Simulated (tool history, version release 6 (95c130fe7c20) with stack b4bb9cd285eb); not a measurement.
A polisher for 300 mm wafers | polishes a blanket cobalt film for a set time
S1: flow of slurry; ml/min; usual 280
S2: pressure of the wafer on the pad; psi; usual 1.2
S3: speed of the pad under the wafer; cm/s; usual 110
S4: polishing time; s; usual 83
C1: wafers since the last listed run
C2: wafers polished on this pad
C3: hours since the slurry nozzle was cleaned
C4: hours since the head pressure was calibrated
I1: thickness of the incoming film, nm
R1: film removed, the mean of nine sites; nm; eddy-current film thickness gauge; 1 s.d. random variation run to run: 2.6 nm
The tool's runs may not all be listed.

Run 1, day 0.000: usual settings but S4 63 s; C1 0; C2 1382; C3 198.3; C4 281.1; I1 1148.9. Result: R1 173.0 nm.
At day 4.100: worn pad replaced by a new one.
Run 2, day 4.371: usual settings but S4 63 s; C1 590; C2 37; C3 303.2; C4 386.0; I1 1144.6. Result: R1 184.3 nm.
Run 3, day 6.317: usual settings but S4 63 s; C1 273; C2 311; C3 349.9; C4 432.7; I1 1141.9. Result: R1 181.7 nm.
Run 4, day 7.971: usual settings; C1 232; C2 543; C3 389.6; C4 472.4; I1 1158.7. Result: R1 231.6 nm.
Run 5, day 9.012: usual settings; C1 146; C2 690; C3 414.6; C4 497.4; I1 1152.4. Result: R1 233.0 nm.
Run 6, day 11.771: usual settings; C1 387; C2 1078; C3 480.8; C4 563.6; I1 1143.4. Result: R1 226.4 nm.
At day 13.988: slurry nozzle cleaned.
Run 7, day 14.571: usual settings; C1 387; C2 1465; C3 14.0; C4 630.8; I1 1146.8. Result: R1 237.9 nm.
Run 8, day 16.558: usual settings; C1 279; C2 1745; C3 61.7; C4 678.5; I1 1139.6. Result: R1 230.0 nm.
At day 17.358: worn pad replaced by a new one.
Run 9, day 20.946: usual settings but S2 1.4 psi; C1 593; C2 504; C3 167.0; C4 783.8; I1 1165.7. Result: R1 285.0 nm.
Run 10, day 21.962: usual settings but S2 1.4 psi; C1 142; C2 646; C3 191.4; C4 808.2; I1 1158.9. Result: R1 278.3 nm.
Run 11, day 24.604: usual settings but S2 1.4 psi; C1 371; C2 1018; C3 254.8; C4 871.6; I1 1152.6. Result: R1 278.5 nm.
Run 12, day 27.133: usual settings; C1 355; C2 1373; C3 315.5; C4 932.3; I1 1160.6. Result: R1 228.5 nm.
Run 13, day 28.238: usual settings; C1 155; C2 1528; C3 342.0; C4 958.8; I1 1159.2. Result: R1 225.9 nm.
At day 29.875: head pressure recalibrated.
At day 30.242: worn pad replaced by a new one.
Run 14, day 30.700: usual settings; C1 310; C2 64; C3 401.1; C4 19.8; I1 1145.0. Result: R1 238.3 nm.
Run 15, day 34.329: usual settings but S1 205 ml/min; C1 510; C2 574; C3 488.2; C4 106.9; I1 1162.3. Result: R1 219.4 nm.
Run 16, day 35.642: usual settings but S1 330 ml/min; C1 184; C2 758; C3 519.7; C4 138.4; I1 1154.2. Result: R1 238.8 nm.
At day 35.696: slurry nozzle cleaned.
Run 17, day 38.208: usual settings but S1 365 ml/min, S2 1.4 psi, S3 120 cm/s; C1 354; C2 1113; C3 60.3; C4 200.0; I1 1158.3. Result: R1 303.5 nm.
Run 18, day 39.862: usual settings but S2 1.5 psi, S3 140 cm/s, S4 107 s; C1 232; C2 1346; C3 100.0; C4 239.7; I1 1170.5. Result: R1 436.9 nm.
Run 19, day 41.046: usual settings but S1 190 ml/min, S2 0.9 psi, S3 82 cm/s; C1 166; C2 1512; C3 128.4; C4 268.1; I1 1158.0. Result: R1 135.9 nm.
At day 42.033: worn pad replaced by a new one.
Run 20, day 43.429: usual settings but S1 330 ml/min, S3 72 cm/s, S4 111 s; C1 311; C2 196; C3 185.6; C4 325.3; I1 1140.9. Result: R1 271.4 nm.
Run 21, day 44.562: usual settings but S1 190 ml/min, S2 1.4 psi, S3 98 cm/s, S4 65 s; C1 159; C2 355; C3 212.8; C4 352.5; I1 1132.7. Result: R1 190.8 nm.
Run 22, day 46.171: usual settings; C1 226; C2 581; C3 251.4; C4 391.1; I1 1152.1. Result: R1 239.7 nm.
Run 23, day 48.571: usual settings but S4 106 s; C1 337; C2 918; C3 309.0; C4 448.7; I1 1165.1. Result: R1 301.5 nm.
Run 24, day 51.208: usual settings; C1 370; C2 1289; C3 372.3; C4 512.0; I1 1135.3. Result: R1 225.9 nm.
Run 25, day 52.933: usual settings; C1 242; C2 1532; C3 413.7; C4 553.4; I1 1156.7. Result: R1 223.0 nm.
Run 26, day 55.242: usual settings; C1 324; C2 1856; C3 469.1; C4 608.8; I1 1167.0. Result: R1 218.5 nm.
At day 55.554: worn pad replaced by a new one.
Run 27, day 56.429: usual settings; C1 143; C2 123; C3 497.6; C4 637.3; I1 1150.6. Result: R1 237.8 nm.
Run 28, day 58.312: usual settings; C1 264; C2 387; C3 542.8; C4 682.5; I1 1171.3. Result: R1 233.0 nm.
At day 58.362: slurry nozzle cleaned.
Run 29, day 60.558: usual settings but S3 76 cm/s, S4 70 s; C1 309; C2 697; C3 52.7; C4 736.4; I1 1155.8. Result: R1 166.6 nm.
Run 30, day 62.804: usual settings but S1 325 ml/min, S2 1.4 psi, S3 128 cm/s, S4 102 s; C1 315; C2 1013; C3 106.6; C4 790.3; I1 1144.2. Result: R1 384.2 nm.

Had the tool no unlogged condition, and each run kept its random variation, what would the results have been?
Hidden state present: removal rate lost through wear of the pad, %; slurry flow missing at the pad, %; deviation of the head's pressure from its setpoint, %.
run     R1
  1  199.1
  2  199.6
  3  200.7
  4  260.1
  5  264.4
  6  263.6
  7  262.0
  8  260.1
  9  304.6
 10  301.0
 11  310.4
 12  261.7
 13  261.8
 14  259.4
 15  254.3
 16  268.4
 17  329.8
 18  487.4
 19  156.6
 20  285.6
 21  210.2
 22  262.2
 23  338.4
 24  260.6
 25  261.7
 26  262.2
 27  261.0
 28  259.8
 29  177.7
 30  420.2

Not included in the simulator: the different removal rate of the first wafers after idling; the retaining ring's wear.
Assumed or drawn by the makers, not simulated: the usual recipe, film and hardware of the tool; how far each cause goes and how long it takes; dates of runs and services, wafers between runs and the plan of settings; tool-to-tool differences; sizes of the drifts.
